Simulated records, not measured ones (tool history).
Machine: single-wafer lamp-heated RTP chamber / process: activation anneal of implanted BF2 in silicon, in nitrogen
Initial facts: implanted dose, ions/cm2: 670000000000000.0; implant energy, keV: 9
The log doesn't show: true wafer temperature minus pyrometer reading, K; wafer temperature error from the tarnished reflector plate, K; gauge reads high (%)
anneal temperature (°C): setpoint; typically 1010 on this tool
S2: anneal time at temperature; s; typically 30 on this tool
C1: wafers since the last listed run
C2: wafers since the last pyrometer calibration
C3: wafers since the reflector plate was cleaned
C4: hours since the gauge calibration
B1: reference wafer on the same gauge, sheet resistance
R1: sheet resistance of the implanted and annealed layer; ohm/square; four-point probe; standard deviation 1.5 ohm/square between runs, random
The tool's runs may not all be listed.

run 1 hour=0 | anneal_temperature_(°C)=1010 S2=30 | C1=0 C2=4714 C3=6126 C4=275.9 | B1=287.21 | R1=255.6
-- hour=46.2 pyrometer window cleaned and pyrometer calibrated
run 2 hour=71 | anneal_temperature_(°C)=1010 S2=30 | C1=520 C2=204 C3=6647 C4=346.9 | B1=287.03 | R1=255.12
run 3 hour=96.2 | anneal_temperature_(°C)=1010 S2=30 | C1=208 C2=412 C3=6855 C4=372.1 | B1=286.52 | R1=257.18
run 4 hour=161.6 | anneal_temperature_(°C)=1010 S2=30 | C1=540 C2=953 C3=7395 C4=437.5 | B1=287.1 | R1=255.94
run 5 hour=193.9 | anneal_temperature_(°C)=1010 S2=30 | C1=266 C2=1219 C3=7662 C4=469.8 | B1=286.85 | R1=257.78
run 6 hour=254.3 | anneal_temperature_(°C)=1010 S2=30 | C1=498 C2=1718 C3=8161 C4=530.2 | B1=286.68 | R1=254.03
run 7 hour=324.5 | anneal_temperature_(°C)=1010 S2=25 | C1=579 C2=2298 C3=8740 C4=600.4 | B1=287.18 | R1=262.55
run 8 hour=351.6 | anneal_temperature_(°C)=1010 S2=30 | C1=223 C2=2522 C3=8964 C4=627.5 | B1=286.87 | R1=254.62
run 9 hour=382 | anneal_temperature_(°C)=1010 S2=30 | C1=251 C2=2773 C3=9215 C4=657.9 | B1=286.65 | R1=255.46
run 10 hour=433.1 | anneal_temperature_(°C)=1010 S2=30 | C1=422 C2=3195 C3=9637 C4=709 | B1=287.2 | R1=253.66
run 11 hour=477.7 | anneal_temperature_(°C)=1010 S2=30 | C1=368 C2=3564 C3=10006 C4=753.6 | B1=287.17 | R1=256.95
run 12 hour=515.5 | anneal_temperature_(°C)=998 S2=30 | C1=312 C2=3876 C3=10318 C4=791.4 | B1=286.98 | R1=271.64
run 13 hour=546.4 | anneal_temperature_(°C)=1010 S2=30 | C1=255 C2=4131 C3=10573 C4=822.3 | B1=286.95 | R1=257.37
run 14 hour=596 | anneal_temperature_(°C)=1010 S2=30 | C1=409 C2=4541 C3=10983 C4=871.9 | B1=286.86 | R1=255.93
run 15 hour=654.6 | anneal_temperature_(°C)=988 S2=25 | C1=484 C2=5025 C3=11467 C4=930.5 | B1=286.93 | R1=296.42
-- hour=685.3 pyrometer window cleaned and pyrometer calibrated
run 16 hour=698.6 | anneal_temperature_(°C)=1010 S2=30 | C1=297 C2=109 C3=11764 C4=974.5 | B1=287.16 | R1=256.92
run 17 hour=734.7 | anneal_temperature_(°C)=1010 S2=15 | C1=298 C2=407 C3=12062 C4=1010.6 | B1=286.94 | R1=281.39
run 18 hour=797.7 | anneal_temperature_(°C)=983 S2=16 | C1=520 C2=928 C3=12583 C4=1073.6 | B1=286.77 | R1=330.01
run 19 hour=823.4 | anneal_temperature_(°C)=1010 S2=30 | C1=212 C2=1140 C3=12795 C4=1099.3 | B1=286.74 | R1=255.07
run 20 hour=858.4 | anneal_temperature_(°C)=1039 S2=42 | C1=289 C2=1429 C3=13084 C4=1134.3 | B1=287.37 | R1=210.93
run 21 hour=888.2 | anneal_temperature_(°C)=1018 S2=40 | C1=246 C2=1675 C3=13330 C4=1164.1 | B1=287.17 | R1=236.32
-- hour=903 reflector plate cleaned
run 22 hour=925.2 | anneal_temperature_(°C)=1035 S2=14 | C1=239 C2=1915 C3=183 C4=1201.1 | B1=286.95 | R1=252.89
-- hour=943.2 gauge calibrated
run 23 hour=1035.2 | anneal_temperature_(°C)=1039 S2=30 | C1=908 C2=2823 C3=1091 C4=92 | B1=286.95 | R1=220.42
run 24 hour=1076.5 | anneal_temperature_(°C)=1010 S2=30 | C1=341 C2=3164 C3=1432 C4=133.3 | B1=286.77 | R1=253.3
run 25 hour=1122.1 | anneal_temperature_(°C)=1039 S2=30 | C1=376 C2=3541 C3=1809 C4=178.9 | B1=287.48 | R1=219.94
run 26 hour=1156.8 | anneal_temperature_(°C)=985 S2=25 | C1=286 C2=3827 C3=2096 C4=213.6 | B1=286.92 | R1=303.53
run 27 hour=1183.8 | anneal_temperature_(°C)=1010 S2=19 | C1=223 C2=4050 C3=2319 C4=240.6 | B1=286.96 | R1=272.96

5 ways to go on from here, each from the tool as it stands after run 27. What would each give?
run A hour=1184.2 | anneal_temperature_(°C)=1010 S2=16 | C1=3 C2=4054 C3=2322 C4=241 | B1=? | R1=?
run B hour=1184.2 | anneal_temperature_(°C)=999 S2=13 | C1=3 C2=4054 C3=2322 C4=241 | B1=? | R1=?
run C hour=1184.2 | anneal_temperature_(°C)=1024 S2=19 | C1=3 C2=4054 C3=2322 C4=241 | B1=? | R1=?
run D hour=1184.2 | anneal_temperature_(°C)=1025 S2=18 | C1=3 C2=4054 C3=2322 C4=241 | B1=? | R1=?
run E hour=1184.2 | anneal_temperature_(°C)=1029 S2=43 | C1=3 C2=4054 C3=2322 C4=241 | B1=? | R1=?

run=A B1=286.96 R1=281.52
run=B B1=286.96 R1=308.25
run=C B1=286.96 R1=256.84
run=D B1=286.96 R1=257.52
run=E B1=286.96 R1=221.98
With the hidden condition removed and each run's random variation left untouched, the same runs would have given:
run=A R1=281.52
run=B R1=308.25
run=C R1=256.84
run=D R1=257.52
run=E R1=221.98
